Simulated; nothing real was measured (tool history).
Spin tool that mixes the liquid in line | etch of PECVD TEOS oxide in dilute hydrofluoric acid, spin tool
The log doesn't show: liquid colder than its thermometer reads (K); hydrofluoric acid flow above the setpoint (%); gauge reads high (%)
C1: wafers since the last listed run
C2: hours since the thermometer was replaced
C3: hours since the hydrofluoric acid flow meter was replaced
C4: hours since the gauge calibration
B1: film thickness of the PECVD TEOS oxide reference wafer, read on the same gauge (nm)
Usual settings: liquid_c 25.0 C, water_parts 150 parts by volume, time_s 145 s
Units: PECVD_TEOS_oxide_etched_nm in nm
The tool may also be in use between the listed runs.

run 1 hour=0.0 | liquid_c=25.0 water_parts=150 time_s=145 | C1=0 C2=301.2 C3=1988.9 C4=1223.7 | B1=140.01 | PECVD_TEOS_oxide_etched_nm=11.37
-- hour=4.8 gauge calibrated
run 2 hour=30.8 | liquid_c=28.0 water_parts=150 time_s=145 | C1=143 C2=332.0 C3=2019.7 C4=26.0 | B1=140.02 | PECVD_TEOS_oxide_etched_nm=12.82
run 3 hour=43.5 | liquid_c=28.0 water_parts=150 time_s=145 | C1=59 C2=344.7 C3=2032.4 C4=38.7 | B1=140.00 | PECVD_TEOS_oxide_etched_nm=12.70
run 4 hour=59.5 | liquid_c=25.0 water_parts=150 time_s=145 | C1=74 C2=360.7 C3=2048.4 C4=54.7 | B1=140.00 | PECVD_TEOS_oxide_etched_nm=11.40
run 5 hour=83.0 | liquid_c=25.0 water_parts=150 time_s=145 | C1=109 C2=384.2 C3=2071.9 C4=78.2 | B1=139.99 | PECVD_TEOS_oxide_etched_nm=11.41
run 6 hour=115.9 | liquid_c=25.0 water_parts=150 time_s=145 | C1=153 C2=417.1 C3=2104.8 C4=111.1 | B1=140.00 | PECVD_TEOS_oxide_etched_nm=11.40
run 7 hour=142.2 | liquid_c=25.0 water_parts=150 time_s=145 | C1=122 C2=443.4 C3=2131.1 C4=137.4 | B1=140.01 | PECVD_TEOS_oxide_etched_nm=11.36
-- hour=156.6 hydrofluoric acid flow meter replaced
run 8 hour=166.5 | liquid_c=25.0 water_parts=150 time_s=145 | C1=108 C2=467.7 C3=9.9 C4=161.7 | B1=140.00 | PECVD_TEOS_oxide_etched_nm=10.98
run 9 hour=226.7 | liquid_c=25.0 water_parts=150 time_s=145 | C1=280 C2=527.9 C3=70.1 C4=221.9 | B1=139.97 | PECVD_TEOS_oxide_etched_nm=11.02
run 10 hour=246.1 | liquid_c=25.0 water_parts=150 time_s=145 | C1=90 C2=547.3 C3=89.5 C4=241.3 | B1=140.01 | PECVD_TEOS_oxide_etched_nm=11.02
run 11 hour=258.5 | liquid_c=25.0 water_parts=150 time_s=145 | C1=57 C2=559.7 C3=101.9 C4=253.7 | B1=139.99 | PECVD_TEOS_oxide_etched_nm=10.99
-- hour=265.3 thermometer replaced
run 12 hour=283.1 | liquid_c=25.0 water_parts=150 time_s=145 | C1=109 C2=17.8 C3=126.5 C4=278.3 | B1=140.01 | PECVD_TEOS_oxide_etched_nm=11.18
run 13 hour=297.7 | liquid_c=25.0 water_parts=150 time_s=145 | C1=67 C2=32.4 C3=141.1 C4=292.9 | B1=140.01 | PECVD_TEOS_oxide_etched_nm=11.16
run 14 hour=325.9 | liquid_c=25.0 water_parts=125 time_s=145 | C1=131 C2=60.6 C3=169.3 C4=321.1 | B1=139.99 | PECVD_TEOS_oxide_etched_nm=13.84
run 15 hour=344.6 | liquid_c=22.5 water_parts=115 time_s=145 | C1=87 C2=79.3 C3=188.0 C4=339.8 | B1=139.98 | PECVD_TEOS_oxide_etched_nm=13.75
run 16 hour=365.8 | liquid_c=23.5 water_parts=185 time_s=205 | C1=98 C2=100.5 C3=209.2 C4=361.0 | B1=140.01 | PECVD_TEOS_oxide_etched_nm=11.64
run 17 hour=456.8 | liquid_c=25.0 water_parts=150 time_s=145 | C1=423 C2=191.5 C3=300.2 C4=452.0 | B1=140.01 | PECVD_TEOS_oxide_etched_nm=11.21
run 18 hour=469.5 | liquid_c=25.0 water_parts=150 time_s=145 | C1=59 C2=204.2 C3=312.9 C4=464.7 | B1=140.01 | PECVD_TEOS_oxide_etched_nm=11.17
run 19 hour=499.9 | liquid_c=29.0 water_parts=150 time_s=85 | C1=141 C2=234.6 C3=343.3 C4=495.1 | B1=140.01 | PECVD_TEOS_oxide_etched_nm=7.57
run 20 hour=534.9 | liquid_c=22.0 water_parts=150 time_s=210 | C1=162 C2=269.6 C3=378.3 C4=530.1 | B1=139.99 | PECVD_TEOS_oxide_etched_nm=14.35
run 21 hour=593.6 | liquid_c=25.0 water_parts=100 time_s=145 | C1=273 C2=328.3 C3=437.0 C4=588.8 | B1=139.99 | PECVD_TEOS_oxide_etched_nm=17.65
run 22 hour=618.5 | liquid_c=29.0 water_parts=150 time_s=145 | C1=115 C2=353.2 C3=461.9 C4=613.7 | B1=139.98 | PECVD_TEOS_oxide_etched_nm=12.91
run 23 hour=646.9 | liquid_c=25.0 water_parts=150 time_s=215 | C1=132 C2=381.6 C3=490.3 C4=642.1 | B1=139.98 | PECVD_TEOS_oxide_etched_nm=16.39
run 24 hour=667.9 | liquid_c=25.0 water_parts=125 time_s=125 | C1=97 C2=402.6 C3=511.3 C4=663.1 | B1=140.00 | PECVD_TEOS_oxide_etched_nm=11.85
run 25 hour=682.7 | liquid_c=23.5 water_parts=90 time_s=200 | C1=68 C2=417.4 C3=526.1 C4=677.9 | B1=139.99 | PECVD_TEOS_oxide_etched_nm=25.82
run 26 hour=718.7 | liquid_c=25.0 water_parts=105 time_s=145 | C1=167 C2=453.4 C3=562.1 C4=713.9 | B1=140.00 | PECVD_TEOS_oxide_etched_nm=16.78
run 27 hour=748.1 | liquid_c=21.0 water_parts=95 time_s=145 | C1=136 C2=482.8 C3=591.5 C4=743.3 | B1=139.99 | PECVD_TEOS_oxide_etched_nm=15.92
run 28 hour=831.6 | liquid_c=25.0 water_parts=210 time_s=220 | C1=388 C2=566.3 C3=675.0 C4=826.8 | B1=139.99 | PECVD_TEOS_oxide_etched_nm=11.22
run 29 hour=861.2 | liquid_c=21.0 water_parts=95 time_s=145 | C1=137 C2=595.9 C3=704.6 C4=856.4 | B1=140.01 | PECVD_TEOS_oxide_etched_nm=15.87
run 30 hour=875.7 | liquid_c=25.0 water_parts=150 time_s=145 | C1=67 C2=610.4 C3=719.1 C4=870.9 | B1=140.00 | PECVD_TEOS_oxide_etched_nm=11.06
-- hour=891.6 thermometer replaced
run 31 hour=893.6 | liquid_c=25.0 water_parts=150 time_s=145 | C1=78 C2=2.0 C3=737.0 C4=888.8 | B1=140.01 | PECVD_TEOS_oxide_etched_nm=11.30
run 32 hour=909.6 | liquid_c=23.0 water_parts=75 time_s=60 | C1=74 C2=18.0 C3=753.0 C4=904.8 | B1=139.99 | PECVD_TEOS_oxide_etched_nm=9.45
run 33 hour=934.9 | liquid_c=25.0 water_parts=150 time_s=200 | C1=117 C2=43.3 C3=778.3 C4=930.1 | B1=140.01 | PECVD_TEOS_oxide_etched_nm=15.61

4 ways to go on from here, each from the tool as it stands after run 33. What would each give?
run A hour=935.4 | liquid_c=25.0 water_parts=150 time_s=145 | C1=2 C2=43.8 C3=778.8 C4=930.6 | B1=? | PECVD_TEOS_oxide_etched_nm=?
run B hour=935.4 | liquid_c=23.5 water_parts=150 time_s=65 | C1=2 C2=43.8 C3=778.8 C4=930.6 | B1=? | PECVD_TEOS_oxide_etched_nm=?
run C hour=935.4 | liquid_c=29.5 water_parts=185 time_s=145 | C1=2 C2=43.8 C3=778.8 C4=930.6 | B1=? | PECVD_TEOS_oxide_etched_nm=?
run D hour=935.4 | liquid_c=21.0 water_parts=185 time_s=145 | C1=2 C2=43.8 C3=778.8 C4=930.6 | B1=? | PECVD_TEOS_oxide_etched_nm=?

run=A B1=140.01 PECVD_TEOS_oxide_etched_nm=11.31
run=B B1=140.01 PECVD_TEOS_oxide_etched_nm=4.79
run=C B1=140.01 PECVD_TEOS_oxide_etched_nm=10.37
run=D B1=140.01 PECVD_TEOS_oxide_etched_nm=7.58
Without the tool's hidden state the same runs would have given:
run=A PECVD_TEOS_oxide_etched_nm=11.16
run=B PECVD_TEOS_oxide_etched_nm=4.73
run=C PECVD_TEOS_oxide_etched_nm=10.23
run=D PECVD_TEOS_oxide_etched_nm=7.48
